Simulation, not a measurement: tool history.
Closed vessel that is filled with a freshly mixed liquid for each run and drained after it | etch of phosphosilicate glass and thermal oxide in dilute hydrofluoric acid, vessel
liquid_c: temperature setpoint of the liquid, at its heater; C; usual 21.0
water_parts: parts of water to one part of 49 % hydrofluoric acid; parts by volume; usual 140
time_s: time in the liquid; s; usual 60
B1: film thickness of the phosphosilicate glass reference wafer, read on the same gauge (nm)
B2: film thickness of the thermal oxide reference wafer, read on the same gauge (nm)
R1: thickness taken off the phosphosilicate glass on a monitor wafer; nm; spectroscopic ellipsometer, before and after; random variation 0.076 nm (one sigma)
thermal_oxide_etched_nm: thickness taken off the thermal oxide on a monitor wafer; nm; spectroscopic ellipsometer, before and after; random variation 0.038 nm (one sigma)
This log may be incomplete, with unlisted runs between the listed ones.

{"run": 1, "hour": 0.0, "liquid_c": 21.0, "water_parts": 115, "time_s": 75, "B1": 110.01, "B2": 120.032, "R1": 33.2, "thermal_oxide_etched_nm": 3.026}
{"run": 2, "hour": 13.4, "liquid_c": 21.0, "water_parts": 115, "time_s": 75, "B1": 110.0, "B2": 120.013, "R1": 33.26, "thermal_oxide_etched_nm": 3.023}
{"run": 3, "hour": 27.9, "liquid_c": 21.0, "water_parts": 140, "time_s": 75, "B1": 109.98, "B2": 119.973, "R1": 26.65, "thermal_oxide_etched_nm": 2.388}
{"run": 4, "hour": 41.2, "liquid_c": 21.0, "water_parts": 140, "time_s": 75, "B1": 109.99, "B2": 119.99, "R1": 26.29, "thermal_oxide_etched_nm": 2.384}
{"run": 5, "hour": 51.5, "liquid_c": 24.0, "water_parts": 140, "time_s": 60, "B1": 109.99, "B2": 120.013, "R1": 23.84, "thermal_oxide_etched_nm": 2.132}
{"run": 6, "hour": 59.7, "liquid_c": 21.0, "water_parts": 140, "time_s": 80, "B1": 109.99, "B2": 120.02, "R1": 28.15, "thermal_oxide_etched_nm": 2.54}
{"run": 7, "hour": 68.4, "liquid_c": 21.0, "water_parts": 140, "time_s": 60, "B1": 110.0, "B2": 120.015, "R1": 21.16, "thermal_oxide_etched_nm": 1.932}
{"run": 8, "hour": 76.6, "liquid_c": 18.0, "water_parts": 195, "time_s": 60, "B1": 110.03, "B2": 119.977, "R1": 12.77, "thermal_oxide_etched_nm": 1.123}
{"run": 9, "hour": 82.7, "liquid_c": 25.0, "water_parts": 140, "time_s": 60, "B1": 109.99, "B2": 119.99, "R1": 24.91, "thermal_oxide_etched_nm": 2.301}
{"run": 10, "hour": 91.7, "liquid_c": 17.0, "water_parts": 80, "time_s": 30, "B1": 110.0, "B2": 119.987, "R1": 16.86, "thermal_oxide_etched_nm": 1.509}
{"hour": 99.5, "done": "gauge calibrated"}
{"run": 11, "hour": 100.7, "liquid_c": 21.0, "water_parts": 140, "time_s": 80, "B1": 110.0, "B2": 119.988, "R1": 28.19, "thermal_oxide_etched_nm": 2.54}
{"run": 12, "hour": 110.1, "liquid_c": 21.0, "water_parts": 140, "time_s": 60, "B1": 110.0, "B2": 119.999, "R1": 21.18, "thermal_oxide_etched_nm": 1.873}
{"run": 13, "hour": 125.9, "liquid_c": 18.0, "water_parts": 175, "time_s": 35, "B1": 109.99, "B2": 120.009, "R1": 8.43, "thermal_oxide_etched_nm": 0.748}
{"run": 14, "hour": 139.4, "liquid_c": 21.0, "water_parts": 180, "time_s": 60, "B1": 110.02, "B2": 119.976, "R1": 15.78, "thermal_oxide_etched_nm": 1.391}
{"run": 15, "hour": 156.5, "liquid_c": 18.0, "water_parts": 195, "time_s": 60, "B1": 110.0, "B2": 119.995, "R1": 12.8, "thermal_oxide_etched_nm": 1.106}
{"hour": 170.2, "done": "hydrofluoric acid flow meter replaced"}
{"hour": 175.1, "done": "thermometer replaced"}
{"run": 16, "hour": 175.6, "liquid_c": 21.0, "water_parts": 140, "time_s": 60, "B1": 110.0, "B2": 120.002, "R1": 21.32, "thermal_oxide_etched_nm": 1.879}
{"run": 17, "hour": 190.6, "liquid_c": 23.0, "water_parts": 205, "time_s": 35, "B1": 109.97, "B2": 119.994, "R1": 8.54, "thermal_oxide_etched_nm": 0.78}
{"run": 18, "hour": 198.4, "liquid_c": 17.5, "water_parts": 165, "time_s": 30, "B1": 109.99, "B2": 120.005, "R1": 7.65, "thermal_oxide_etched_nm": 0.696}
{"run": 19, "hour": 211.9, "liquid_c": 21.0, "water_parts": 115, "time_s": 80, "B1": 110.0, "B2": 119.987, "R1": 35.38, "thermal_oxide_etched_nm": 3.067}
{"run": 20, "hour": 229.3, "liquid_c": 18.0, "water_parts": 190, "time_s": 60, "B1": 109.99, "B2": 119.99, "R1": 13.23, "thermal_oxide_etched_nm": 1.213}
{"run": 21, "hour": 264.3, "liquid_c": 19.0, "water_parts": 90, "time_s": 35, "B1": 110.0, "B2": 119.995, "R1": 18.62, "thermal_oxide_etched_nm": 1.694}
{"run": 22, "hour": 271.7, "liquid_c": 18.0, "water_parts": 100, "time_s": 40, "B1": 110.02, "B2": 119.997, "R1": 18.38, "thermal_oxide_etched_nm": 1.66}
{"run": 23, "hour": 283.7, "liquid_c": 21.0, "water_parts": 140, "time_s": 60, "B1": 110.03, "B2": 119.997, "R1": 21.3, "thermal_oxide_etched_nm": 1.953}
{"run": 24, "hour": 297.2, "liquid_c": 23.5, "water_parts": 180, "time_s": 45, "B1": 110.0, "B2": 120.015, "R1": 13.08, "thermal_oxide_etched_nm": 1.186}
{"run": 25, "hour": 304.2, "liquid_c": 17.0, "water_parts": 195, "time_s": 35, "B1": 109.99, "B2": 120.003, "R1": 7.19, "thermal_oxide_etched_nm": 0.662}
{"run": 26, "hour": 315.2, "liquid_c": 26.0, "water_parts": 140, "time_s": 70, "B1": 109.99, "B2": 119.991, "R1": 30.02, "thermal_oxide_etched_nm": 2.705}
{"run": 27, "hour": 323.8, "liquid_c": 17.5, "water_parts": 75, "time_s": 80, "B1": 110.0, "B2": 119.988, "R1": 48.94, "thermal_oxide_etched_nm": 4.409}

Below are 3 alternative next runs, each starting from the tool's condition after run 27. Predict each:
{"run": "A", "hour": 324.5, "liquid_c": 17.0, "water_parts": 140, "time_s": 60, "B1": "?", "B2": "?", "R1": "?", "thermal_oxide_etched_nm": "?"}
{"run": "B", "hour": 324.5, "liquid_c": 21.0, "water_parts": 105, "time_s": 40, "B1": "?", "B2": "?", "R1": "?", "thermal_oxide_etched_nm": "?"}
{"run": "C", "hour": 324.5, "liquid_c": 21.0, "water_parts": 95, "time_s": 75, "B1": "?", "B2": "?", "R1": "?", "thermal_oxide_etched_nm": "?"}

run=A B1=110.03 B2=119.981 R1=18.08 thermal_oxide_etched_nm=1.607
run=B B1=110.03 B2=119.981 R1=19.64 thermal_oxide_etched_nm=1.746
run=C B1=110.03 B2=119.981 R1=41.17 thermal_oxide_etched_nm=3.660
Had the tool no hidden state, the same runs would have come out as:
run=A R1=18.08 thermal_oxide_etched_nm=1.607
run=B R1=19.64 thermal_oxide_etched_nm=1.746
run=C R1=41.17 thermal_oxide_etched_nm=3.660
